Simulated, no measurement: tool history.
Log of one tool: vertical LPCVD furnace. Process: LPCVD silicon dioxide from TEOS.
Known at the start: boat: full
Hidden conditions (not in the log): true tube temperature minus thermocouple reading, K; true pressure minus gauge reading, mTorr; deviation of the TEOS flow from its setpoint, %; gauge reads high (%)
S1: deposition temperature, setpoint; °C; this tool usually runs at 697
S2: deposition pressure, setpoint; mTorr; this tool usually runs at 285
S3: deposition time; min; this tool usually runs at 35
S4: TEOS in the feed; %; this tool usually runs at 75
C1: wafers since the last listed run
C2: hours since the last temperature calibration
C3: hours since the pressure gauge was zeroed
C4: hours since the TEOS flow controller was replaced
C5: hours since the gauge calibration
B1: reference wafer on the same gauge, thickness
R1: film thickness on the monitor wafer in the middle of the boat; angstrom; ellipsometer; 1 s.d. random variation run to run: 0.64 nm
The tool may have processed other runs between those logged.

run 1 hour=0 | S1=697 S2=305 S3=35 S4=75 | C1=0 C2=3902 C3=683.8 C4=1859 C5=2885.7 | B1=282.04 | R1=2786.1
run 2 hour=38.2 | S1=697 S2=305 S3=35 S4=75 | C1=394 C2=3940.2 C3=722 C4=1897.2 C5=2923.9 | B1=282.09 | R1=2786.2
run 3 hour=141.5 | S1=697 S2=235 S3=42 S4=75 | C1=1066 C2=4043.5 C3=825.3 C4=2000.5 C5=3027.2 | B1=281.9 | R1=2946
run 4 hour=201.7 | S1=697 S2=235 S3=42 S4=75 | C1=621 C2=4103.7 C3=885.5 C4=2060.7 C5=3087.4 | B1=281.96 | R1=2950.2
run 5 hour=300.2 | S1=697 S2=235 S3=42 S4=75 | C1=1017 C2=4202.2 C3=984 C4=2159.2 C5=3185.9 | B1=282.03 | R1=2947.8
run 6 hour=386.3 | S1=694 S2=285 S3=35 S4=75 | C1=889 C2=4288.3 C3=1070.1 C4=2245.3 C5=3272 | B1=281.96 | R1=2523.6
-- hour=428.7 TEOS flow controller replaced
run 7 hour=470 | S1=694 S2=285 S3=35 S4=75 | C1=616 C2=4372 C3=1153.8 C4=41.3 C5=3355.7 | B1=281.98 | R1=2541.7
run 8 hour=520.1 | S1=694 S2=285 S3=35 S4=75 | C1=517 C2=4422.1 C3=1203.9 C4=91.4 C5=3405.8 | B1=281.97 | R1=2528.4
run 9 hour=626 | S1=697 S2=330 S3=25.5 S4=75 | C1=1093 C2=4528 C3=1309.8 C4=197.3 C5=3511.7 | B1=281.97 | R1=2139.3
run 10 hour=687.1 | S1=697 S2=330 S3=25.5 S4=75 | C1=630 C2=4589.1 C3=1370.9 C4=258.4 C5=3572.8 | B1=282.03 | R1=2127
run 11 hour=789.4 | S1=697 S2=225 S3=27.5 S4=75 | C1=1056 C2=4691.4 C3=1473.2 C4=360.7 C5=3675.1 | B1=282.03 | R1=1907.1
-- hour=847.9 thermocouples replaced and temperature profile calibrated
run 12 hour=848.4 | S1=708 S2=285 S3=35 S4=68 | C1=361 C2=0.5 C3=1532.2 C4=419.7 C5=3734.1 | B1=282.1 | R1=3221
run 13 hour=898.8 | S1=688 S2=285 S3=35 S4=75 | C1=520 C2=50.9 C3=1582.6 C4=470.1 C5=3784.5 | B1=281.99 | R1=2122.6
-- hour=936.7 gauge calibrated
run 14 hour=995.2 | S1=697 S2=285 S3=41.5 S4=60 | C1=995 C2=147.3 C3=1679 C4=566.5 C5=58.5 | B1=281.83 | R1=2789.3
run 15 hour=1100 | S1=697 S2=250 S3=23.5 S4=75 | C1=1082 C2=252.1 C3=1783.8 C4=671.3 C5=163.3 | B1=282.04 | R1=1648.8
run 16 hour=1152.7 | S1=697 S2=285 S3=26 S4=75 | C1=544 C2=304.8 C3=1836.5 C4=724 C5=216 | B1=282 | R1=1951.5
run 17 hour=1253.9 | S1=697 S2=285 S3=35 S4=75 | C1=1045 C2=406 C3=1937.7 C4=825.2 C5=317.2 | B1=282.12 | R1=2628.5
run 18 hour=1304.1 | S1=697 S2=305 S3=35 S4=75 | C1=518 C2=456.2 C3=1987.9 C4=875.4 C5=367.4 | B1=281.98 | R1=2717.8
-- hour=1358.8 pressure gauge zeroed
run 19 hour=1381.3 | S1=697 S2=285 S3=35 S4=75 | C1=549 C2=533.4 C3=22.5 C4=952.6 C5=444.6 | B1=281.9 | R1=2625.8
run 20 hour=1461.5 | S1=691 S2=240 S3=35 S4=75 | C1=828 C2=613.6 C3=102.7 C4=1032.8 C5=524.8 | B1=282.03 | R1=2086.3
run 21 hour=1537.3 | S1=689 S2=285 S3=35 S4=84 | C1=782 C2=689.4 C3=178.5 C4=1108.6 C5=600.6 | B1=282.05 | R1=2298.6
run 22 hour=1730 | S1=697 S2=225 S3=47.5 S4=89 | C1=1989 C2=882.1 C3=371.2 C4=1301.3 C5=793.3 | B1=282.04 | R1=3455.5
run 23 hour=1785.9 | S1=697 S2=285 S3=47 S4=75 | C1=577 C2=938 C3=427.1 C4=1357.2 C5=849.2 | B1=281.88 | R1=3537.1
run 24 hour=1824.3 | S1=697 S2=285 S3=35 S4=70 | C1=396 C2=976.4 C3=465.5 C4=1395.6 C5=887.6 | B1=281.92 | R1=2536.4
run 25 hour=1914.7 | S1=687 S2=340 S3=22.5 S4=69 | C1=933 C2=1066.8 C3=555.9 C4=1486 C5=978 | B1=281.97 | R1=1399.4
run 26 hour=1962.9 | S1=697 S2=285 S3=35 S4=75 | C1=497 C2=1115 C3=604.1 C4=1534.2 C5=1026.2 | B1=282.11 | R1=2624
run 27 hour=2044.3 | S1=694 S2=285 S3=35 S4=75 | C1=840 C2=1196.4 C3=685.5 C4=1615.6 C5=1107.6 | B1=282.02 | R1=2442.2
run 28 hour=2107.5 | S1=697 S2=285 S3=35 S4=75 | C1=652 C2=1259.6 C3=748.7 C4=1678.8 C5=1170.8 | B1=282.02 | R1=2624.3
run 29 hour=2191.7 | S1=697 S2=265 S3=35 S4=65 | C1=869 C2=1343.8 C3=832.9 C4=1763 C5=1255 | B1=282.02 | R1=2364.3
run 30 hour=2298.2 | S1=697 S2=355 S3=49 S4=75 | C1=1099 C2=1450.3 C3=939.4 C4=1869.5 C5=1361.5 | B1=281.87 | R1=4114.8
run 31 hour=2448.3 | S1=687 S2=235 S3=23 S4=89 | C1=1549 C2=1600.4 C3=1089.5 C4=2019.6 C5=1511.6 | B1=281.99 | R1=1346.6
run 32 hour=2538.6 | S1=693 S2=345 S3=27.5 S4=89 | C1=932 C2=1690.7 C3=1179.8 C4=2109.9 C5=1601.9 | B1=281.99 | R1=2254.2

Entry by entry between the runs, the difference in hidden state between the last listed run before and the first listed run after:
Runs 6 to 7: TEOS flow controller replaced (hour 428.7)
  true tube temperature minus thermocouple reading, K: 1.53 -> 1.59
  difference, measured minus the result without the unlogged condition, R1: +89.2 -> +93.3 angstrom
Runs 11 to 12: thermocouples replaced and temperature profile calibrated (hour 847.9)
  true tube temperature minus thermocouple reading, K: 1.83 -> 0.0697
  difference, measured minus the result without the unlogged condition, R1: +79.8 -> +5.1 angstrom
Runs 13 to 14: gauge calibrated (hour 936.7)
  true tube temperature minus thermocouple reading, K: 0.0699 -> 0.0715
  difference, measured minus the result without the unlogged condition, R1: +3.5 -> +4.6 angstrom
Runs 18 to 19: pressure gauge zeroed (hour 1358.8)
  true tube temperature minus thermocouple reading, K: 0.0869 -> 0.0932
  difference, measured minus the result without the unlogged condition, R1: +5.5 -> +5.7 angstrom
